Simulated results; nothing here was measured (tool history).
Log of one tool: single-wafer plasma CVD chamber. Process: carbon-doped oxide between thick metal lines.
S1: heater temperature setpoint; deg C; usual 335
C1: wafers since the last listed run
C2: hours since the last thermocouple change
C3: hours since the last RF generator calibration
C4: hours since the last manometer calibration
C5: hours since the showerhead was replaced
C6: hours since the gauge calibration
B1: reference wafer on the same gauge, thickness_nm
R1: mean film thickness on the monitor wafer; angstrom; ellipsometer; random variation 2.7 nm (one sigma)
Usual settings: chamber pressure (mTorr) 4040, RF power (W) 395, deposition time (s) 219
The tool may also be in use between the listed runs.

run 1 hour=0.0 | S1=335 chamber_pressure_(mTorr)=3590 RF_power_(W)=395 deposition_time_(s)=219 | C1=0 C2=688.0 C3=1385.0 C4=1008.3 C5=3582.0 C6=2446.5 | B1=801.791 | R1=8910.06
run 2 hour=51.3 | S1=335 chamber_pressure_(mTorr)=3590 RF_power_(W)=395 deposition_time_(s)=219 | C1=522 C2=739.3 C3=1436.3 C4=1059.6 C5=3633.3 C6=2497.8 | B1=801.751 | R1=8918.25
run 3 hour=108.6 | S1=335 chamber_pressure_(mTorr)=4040 RF_power_(W)=395 deposition_time_(s)=219 | C1=583 C2=796.6 C3=1493.6 C4=1116.9 C5=3690.6 C6=2555.1 | B1=801.984 | R1=9042.69
-- hour=155.0 RF generator calibrated
run 4 hour=169.0 | S1=335 chamber_pressure_(mTorr)=4040 RF_power_(W)=395 deposition_time_(s)=219 | C1=533 C2=857.0 C3=14.0 C4=1177.3 C5=3751.0 C6=2615.5 | B1=801.783 | R1=9015.47
run 5 hour=230.1 | S1=335 chamber_pressure_(mTorr)=4040 RF_power_(W)=395 deposition_time_(s)=219 | C1=622 C2=918.1 C3=75.1 C4=1238.4 C5=3812.1 C6=2676.6 | B1=801.850 | R1=8995.98
run 6 hour=271.6 | S1=335 chamber_pressure_(mTorr)=4040 RF_power_(W)=395 deposition_time_(s)=219 | C1=422 C2=959.6 C3=116.6 C4=1279.9 C5=3853.6 C6=2718.1 | B1=802.116 | R1=8973.23
-- hour=291.2 showerhead replaced
-- hour=295.0 gauge calibrated
run 7 hour=325.2 | S1=335 chamber_pressure_(mTorr)=3490 RF_power_(W)=450 deposition_time_(s)=196 | C1=464 C2=1013.2 C3=170.2 C4=1333.5 C5=34.0 C6=30.2 | B1=801.568 | R1=8664.84
run 8 hour=369.6 | S1=347 chamber_pressure_(mTorr)=5020 RF_power_(W)=395 deposition_time_(s)=219 | C1=452 C2=1057.6 C3=214.6 C4=1377.9 C5=78.4 C6=74.6 | B1=801.988 | R1=9022.29
run 9 hour=396.9 | S1=335 chamber_pressure_(mTorr)=4820 RF_power_(W)=435 deposition_time_(s)=180 | C1=278 C2=1084.9 C3=241.9 C4=1405.2 C5=105.7 C6=101.9 | B1=802.057 | R1=8099.43
-- hour=451.5 capacitance manometer re-zeroed and calibrated
run 10 hour=575.3 | S1=335 chamber_pressure_(mTorr)=3500 RF_power_(W)=345 deposition_time_(s)=194 | C1=1735 C2=1263.3 C3=420.3 C4=123.8 C5=284.1 C6=280.3 | B1=801.713 | R1=7067.45
run 11 hour=600.4 | S1=329 chamber_pressure_(mTorr)=4040 RF_power_(W)=440 deposition_time_(s)=219 | C1=255 C2=1288.4 C3=445.4 C4=148.9 C5=309.2 C6=305.4 | B1=802.529 | R1=9919.79
run 12 hour=628.2 | S1=335 chamber_pressure_(mTorr)=3590 RF_power_(W)=340 deposition_time_(s)=219 | C1=283 C2=1316.2 C3=473.2 C4=176.7 C5=337.0 C6=333.2 | B1=801.679 | R1=7969.92
run 13 hour=660.3 | S1=335 chamber_pressure_(mTorr)=4040 RF_power_(W)=395 deposition_time_(s)=219 | C1=326 C2=1348.3 C3=505.3 C4=208.8 C5=369.1 C6=365.3 | B1=802.384 | R1=8946.91
run 14 hour=686.2 | S1=335 chamber_pressure_(mTorr)=4040 RF_power_(W)=395 deposition_time_(s)=232 | C1=263 C2=1374.2 C3=531.2 C4=234.7 C5=395.0 C6=391.2 | B1=802.267 | R1=9517.84
run 15 hour=710.5 | S1=349 chamber_pressure_(mTorr)=4040 RF_power_(W)=395 deposition_time_(s)=181 | C1=247 C2=1398.5 C3=555.5 C4=259.0 C5=419.3 C6=415.5 | B1=801.563 | R1=7162.07
run 16 hour=758.5 | S1=335 chamber_pressure_(mTorr)=4040 RF_power_(W)=395 deposition_time_(s)=219 | C1=488 C2=1446.5 C3=603.5 C4=307.0 C5=467.3 C6=463.5 | B1=802.097 | R1=9038.92
run 17 hour=809.0 | S1=345 chamber_pressure_(mTorr)=4040 RF_power_(W)=395 deposition_time_(s)=219 | C1=514 C2=1497.0 C3=654.0 C4=357.5 C5=517.8 C6=514.0 | B1=802.150 | R1=8785.97
-- hour=860.3 thermocouple changed; heater temperature recalibrated
run 18 hour=865.1 | S1=328 chamber_pressure_(mTorr)=3060 RF_power_(W)=430 deposition_time_(s)=189 | C1=489 C2=4.8 C3=710.1 C4=413.6 C5=573.9 C6=570.1 | B1=801.671 | R1=8228.30
run 19 hour=916.2 | S1=329 chamber_pressure_(mTorr)=4040 RF_power_(W)=440 deposition_time_(s)=219 | C1=520 C2=55.9 C3=761.2 C4=464.7 C5=625.0 C6=621.2 | B1=802.059 | R1=9925.89
run 20 hour=973.4 | S1=335 chamber_pressure_(mTorr)=3050 RF_power_(W)=395 deposition_time_(s)=219 | C1=582 C2=113.1 C3=818.4 C4=521.9 C5=682.2 C6=678.4 | B1=802.324 | R1=8755.92
run 21 hour=1023.2 | S1=335 chamber_pressure_(mTorr)=4040 RF_power_(W)=455 deposition_time_(s)=219 | C1=507 C2=162.9 C3=868.2 C4=571.7 C5=732.0 C6=728.2 | B1=802.346 | R1=10042.21
run 22 hour=1048.5 | S1=335 chamber_pressure_(mTorr)=4040 RF_power_(W)=395 deposition_time_(s)=219 | C1=257 C2=188.2 C3=893.5 C4=597.0 C5=757.3 C6=753.5 | B1=802.137 | R1=8999.04
run 23 hour=1216.5 | S1=335 chamber_pressure_(mTorr)=4040 RF_power_(W)=395 deposition_time_(s)=219 | C1=1711 C2=356.2 C3=1061.5 C4=765.0 C5=925.3 C6=921.5 | B1=801.804 | R1=9048.44
run 24 hour=1259.6 | S1=349 chamber_pressure_(mTorr)=4040 RF_power_(W)=440 deposition_time_(s)=185 | C1=438 C2=399.3 C3=1104.6 C4=808.1 C5=968.4 C6=964.6 | B1=801.633 | R1=7972.69
run 25 hour=1297.5 | S1=335 chamber_pressure_(mTorr)=4040 RF_power_(W)=395 deposition_time_(s)=219 | C1=386 C2=437.2 C3=1142.5 C4=846.0 C5=1006.3 C6=1002.5 | B1=802.478 | R1=9003.54
run 26 hour=1359.2 | S1=345 chamber_pressure_(mTorr)=3670 RF_power_(W)=345 deposition_time_(s)=193 | C1=628 C2=498.9 C3=1204.2 C4=907.7 C5=1068.0 C6=1064.2 | B1=802.385 | R1=6905.54
run 27 hour=1416.5 | S1=335 chamber_pressure_(mTorr)=4920 RF_power_(W)=425 deposition_time_(s)=176 | C1=583 C2=556.2 C3=1261.5 C4=965.0 C5=1125.3 C6=1121.5 | B1=801.610 | R1=7826.71
run 28 hour=1455.6 | S1=345 chamber_pressure_(mTorr)=4040 RF_power_(W)=395 deposition_time_(s)=186 | C1=398 C2=595.3 C3=1300.6 C4=1004.1 C5=1164.4 C6=1160.6 | B1=802.161 | R1=7465.19
run 29 hour=1527.2 | S1=335 chamber_pressure_(mTorr)=4040 RF_power_(W)=430 deposition_time_(s)=249 | C1=729 C2=666.9 C3=1372.2 C4=1075.7 C5=1236.0 C6=1232.2 | B1=802.002 | R1=10857.47

Forecast each of these 3 alternatives for the next run:
run A hour=1527.7 | S1=335 chamber_pressure_(mTorr)=4040 RF_power_(W)=395 deposition_time_(s)=219 | C1=5 C2=667.4 C3=1372.7 C4=1076.2 C5=1236.5 C6=1232.7 | B1=? | R1=?
run B hour=1527.7 | S1=335 chamber_pressure_(mTorr)=3520 RF_power_(W)=465 deposition_time_(s)=219 | C1=5 C2=667.4 C3=1372.7 C4=1076.2 C5=1236.5 C6=1232.7 | B1=? | R1=?
run C hour=1527.7 | S1=349 chamber_pressure_(mTorr)=4040 RF_power_(W)=415 deposition_time_(s)=204 | C1=5 C2=667.4 C3=1372.7 C4=1076.2 C5=1236.5 C6=1232.7 | B1=? | R1=?

run=A B1=801.847 R1=8973.20
run=B B1=801.847 R1=9892.74
run=C B1=801.847 R1=8379.21
Without the tool's hidden state the same runs would have given:
run=A R1=9094.03
run=B R1=10025.96
run=C R1=8477.33
